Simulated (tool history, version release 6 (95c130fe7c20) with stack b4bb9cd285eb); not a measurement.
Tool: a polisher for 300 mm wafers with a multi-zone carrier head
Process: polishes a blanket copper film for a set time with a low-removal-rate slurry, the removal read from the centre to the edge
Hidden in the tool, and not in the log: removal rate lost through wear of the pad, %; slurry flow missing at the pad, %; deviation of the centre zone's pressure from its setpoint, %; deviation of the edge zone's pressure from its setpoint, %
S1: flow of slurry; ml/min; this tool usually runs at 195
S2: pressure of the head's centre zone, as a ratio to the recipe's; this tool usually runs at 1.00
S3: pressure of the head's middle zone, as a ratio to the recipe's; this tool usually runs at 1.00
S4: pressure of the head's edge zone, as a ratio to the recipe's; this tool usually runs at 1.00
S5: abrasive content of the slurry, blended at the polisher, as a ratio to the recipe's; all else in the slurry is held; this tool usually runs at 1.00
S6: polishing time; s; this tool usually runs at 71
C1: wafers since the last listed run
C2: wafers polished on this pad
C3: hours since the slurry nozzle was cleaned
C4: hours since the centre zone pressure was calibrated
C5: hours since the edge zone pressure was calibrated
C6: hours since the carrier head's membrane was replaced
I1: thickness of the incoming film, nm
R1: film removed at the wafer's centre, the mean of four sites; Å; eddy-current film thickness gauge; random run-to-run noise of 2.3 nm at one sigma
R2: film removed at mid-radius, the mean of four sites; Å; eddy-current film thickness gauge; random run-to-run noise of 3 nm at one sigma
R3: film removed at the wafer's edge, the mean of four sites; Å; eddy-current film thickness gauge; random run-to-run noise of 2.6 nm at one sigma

run 1 hour=0.0 | S1=195 S2=1.00 S3=0.95 S4=1.00 S5=0.70 S6=84 | C1=0 C2=452 C3=94.4 C4=109.1 C5=536.3 C6=11.6 | I1=1006.4 | R1=2360 R2=2306 R3=2355
run 2 hour=17.0 | S1=245 S2=1.00 S3=1.00 S4=1.00 S5=0.90 S6=71 | C1=184 C2=637 C3=111.4 C4=126.1 C5=553.3 C6=28.6 | I1=1009.6 | R1=2203 R2=2190 R3=2185
run 3 hour=34.5 | S1=265 S2=1.00 S3=1.00 S4=1.00 S5=1.00 S6=54 | C1=189 C2=827 C3=128.9 C4=143.6 C5=570.8 C6=46.1 | I1=1021.9 | R1=1750 R2=1728 R3=1714
-- hour=39.1 edge zone pressure recalibrated
run 4 hour=43.7 | S1=195 S2=1.00 S3=1.00 S4=0.89 S5=1.00 S6=71 | C1=78 C2=905 C3=138.1 C4=152.8 C5=4.6 C6=55.3 | I1=1000.4 | R1=2238 R2=2161 R3=2093
run 5 hour=60.5 | S1=195 S2=1.06 S3=1.00 S4=1.00 S5=1.00 S6=78 | C1=182 C2=1087 C3=154.9 C4=169.6 C5=21.4 C6=72.1 | I1=1016.3 | R1=2590 R2=2380 R3=2419
-- hour=75.1 worn pad replaced by a new one
run 6 hour=78.5 | S1=195 S2=1.00 S3=0.95 S4=1.00 S5=0.70 S6=84 | C1=151 C2=37 C3=172.9 C4=187.6 C5=39.4 C6=90.1 | I1=1005.9 | R1=2387 R2=2292 R3=2342
run 7 hour=88.4 | S1=195 S2=1.00 S3=0.93 S4=1.00 S5=1.00 S6=50 | C1=107 C2=144 C3=182.8 C4=197.5 C5=49.3 C6=100.0 | I1=994.0 | R1=1580 R2=1467 R3=1557
run 8 hour=99.0 | S1=145 S2=1.00 S3=1.00 S4=0.96 S5=1.00 S6=71 | C1=115 C2=259 C3=193.4 C4=208.1 C5=59.9 C6=110.6 | I1=992.6 | R1=2097 R2=2098 R3=2062
run 9 hour=110.3 | S1=130 S2=1.00 S3=1.00 S4=1.11 S5=1.00 S6=71 | C1=122 C2=382 C3=204.7 C4=219.4 C5=71.2 C6=121.9 | I1=1009.0 | R1=2043 R2=1993 R3=2203
run 10 hour=118.3 | S1=195 S2=1.00 S3=1.00 S4=1.00 S5=1.00 S6=71 | C1=86 C2=469 C3=212.7 C4=227.4 C5=79.2 C6=129.9 | I1=996.9 | R1=2181 R2=2179 R3=2204
run 11 hour=134.2 | S1=195 S2=1.00 S3=1.00 S4=0.88 S5=1.00 S6=63 | C1=172 C2=641 C3=228.6 C4=243.3 C5=95.1 C6=145.8 | I1=990.8 | R1=2015 R2=1973 R3=1867
run 12 hour=146.9 | S1=195 S2=1.06 S3=0.89 S4=1.00 S5=1.10 S6=47 | C1=137 C2=779 C3=241.3 C4=256.0 C5=107.8 C6=158.5 | I1=1010.0 | R1=1623 R2=1398 R3=1493
run 13 hour=162.7 | S1=195 S2=1.00 S3=1.00 S4=1.00 S5=1.00 S6=71 | C1=171 C2=951 C3=257.1 C4=271.8 C5=123.6 C6=174.3 | I1=983.4 | R1=2275 R2=2245 R3=2238
run 14 hour=174.7 | S1=225 S2=0.93 S3=1.03 S4=1.00 S5=1.10 S6=71 | C1=130 C2=1081 C3=269.1 C4=283.8 C5=135.6 C6=186.3 | I1=1009.0 | R1=2206 R2=2357 R3=2277
run 15 hour=185.4 | S1=230 S2=1.00 S3=0.89 S4=1.00 S5=0.90 S6=50 | C1=116 C2=1197 C3=279.8 C4=294.5 C5=146.3 C6=197.0 | I1=1012.7 | R1=1616 R2=1429 R3=1538
-- hour=203.3 worn pad replaced by a new one
run 16 hour=203.8 | S1=195 S2=1.00 S3=1.04 S4=0.95 S5=0.90 S6=71 | C1=156 C2=5 C3=298.2 C4=312.9 C5=164.7 C6=215.4 | I1=1017.8 | R1=2199 R2=2153 R3=2116
run 17 hour=209.7 | S1=195 S2=1.06 S3=1.00 S4=1.00 S5=0.75 S6=71 | C1=64 C2=69 C3=304.1 C4=318.8 C5=170.6 C6=221.3 | I1=999.5 | R1=2218 R2=2021 R3=2020

The next listed run, before its measurement:
run 18 hour=217.2 | S1=195 S2=1.00 S3=1.00 S4=1.00 S5=1.10 S6=71 | C1=81 C2=151 C3=311.6 C4=326.3 C5=178.1 C6=228.8 | I1=996.3 | R1=? R2=? R3=?

Run 18 produced R1 2311 Å, R2 2191 Å, R3 2315 Å.
Without the tool's hidden state the same run would have given R1 2187 Å, R2 2191 Å, R3 2315 Å.
